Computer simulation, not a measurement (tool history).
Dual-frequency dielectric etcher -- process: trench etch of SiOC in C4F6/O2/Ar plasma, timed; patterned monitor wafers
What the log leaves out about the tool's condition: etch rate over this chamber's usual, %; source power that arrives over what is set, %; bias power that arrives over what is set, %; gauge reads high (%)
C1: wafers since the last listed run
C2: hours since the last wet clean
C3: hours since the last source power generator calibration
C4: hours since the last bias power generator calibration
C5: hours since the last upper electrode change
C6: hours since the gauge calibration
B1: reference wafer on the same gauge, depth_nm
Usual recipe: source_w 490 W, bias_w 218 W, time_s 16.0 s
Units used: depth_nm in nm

{"run": 1, "hour": 0.0, "source_w": 490, "bias_w": 218, "time_s": 16.0, "C1": 0, "C2": 397.6, "C3": 2795.5, "C4": 3494.1, "C5": 4993.9, "C6": 72.6, "B1": 32.18, "depth_nm": 34.47}
{"run": 2, "hour": 7.4, "source_w": 540, "bias_w": 218, "time_s": 16.0, "C1": 146, "C2": 405.0, "C3": 2802.9, "C4": 3501.5, "C5": 5001.3, "C6": 80.0, "B1": 32.19, "depth_nm": 35.79}
{"run": 3, "hour": 22.1, "source_w": 540, "bias_w": 218, "time_s": 16.0, "C1": 291, "C2": 419.7, "C3": 2817.6, "C4": 3516.2, "C5": 5016.0, "C6": 94.7, "B1": 32.18, "depth_nm": 35.28}
{"run": 4, "hour": 36.6, "source_w": 540, "bias_w": 218, "time_s": 16.0, "C1": 287, "C2": 434.2, "C3": 2832.1, "C4": 3530.7, "C5": 5030.5, "C6": 109.2, "B1": 32.22, "depth_nm": 35.39}
{"hour": 67.6, "done": "upper electrode replaced"}
{"hour": 73.2, "done": "wet clean of the chamber"}
{"run": 5, "hour": 73.7, "source_w": 490, "bias_w": 184, "time_s": 16.0, "C1": 149, "C2": 0.5, "C3": 2869.2, "C4": 3567.8, "C5": 6.1, "C6": 146.3, "B1": 32.2, "depth_nm": 33.92}
{"run": 6, "hour": 74.0, "source_w": 490, "bias_w": 184, "time_s": 16.0, "C1": 5, "C2": 0.8, "C3": 2869.5, "C4": 3568.1, "C5": 6.4, "C6": 146.6, "B1": 32.23, "depth_nm": 33.91}
{"run": 7, "hour": 74.4, "source_w": 490, "bias_w": 218, "time_s": 16.0, "C1": 7, "C2": 1.2, "C3": 2869.9, "C4": 3568.5, "C5": 6.8, "C6": 147.0, "B1": 32.18, "depth_nm": 35.5}
{"run": 8, "hour": 77.9, "source_w": 490, "bias_w": 218, "time_s": 16.0, "C1": 69, "C2": 4.7, "C3": 2873.4, "C4": 3572.0, "C5": 10.3, "C6": 150.5, "B1": 32.19, "depth_nm": 35.43}
{"hour": 81.8, "done": "gauge calibrated"}
{"hour": 92.1, "done": "bias power generator calibrated"}
{"run": 9, "hour": 92.6, "source_w": 610, "bias_w": 218, "time_s": 12.5, "C1": 212, "C2": 19.4, "C3": 2888.1, "C4": 0.5, "C5": 25.0, "C6": 10.8, "B1": 32.19, "depth_nm": 29.93}
{"hour": 97.3, "done": "source power generator calibrated"}
{"run": 10, "hour": 100.5, "source_w": 550, "bias_w": 237, "time_s": 17.5, "C1": 77, "C2": 27.3, "C3": 3.2, "C4": 8.4, "C5": 32.9, "C6": 18.7, "B1": 32.16, "depth_nm": 41.12}

Predict the results of run 11:
{"run": 11, "hour": 111.1, "source_w": 490, "bias_w": 258, "time_s": 16.0, "C1": 210, "C2": 37.9, "C3": 13.8, "C4": 19.0, "C5": 43.5, "C6": 29.3, "B1": "?", "depth_nm": "?"}

B1: 32.22
depth_nm: 37.44 nm
With the hidden condition absent and the run-to-run variation left alone, this run would have shown depth_nm 38.10 nm.

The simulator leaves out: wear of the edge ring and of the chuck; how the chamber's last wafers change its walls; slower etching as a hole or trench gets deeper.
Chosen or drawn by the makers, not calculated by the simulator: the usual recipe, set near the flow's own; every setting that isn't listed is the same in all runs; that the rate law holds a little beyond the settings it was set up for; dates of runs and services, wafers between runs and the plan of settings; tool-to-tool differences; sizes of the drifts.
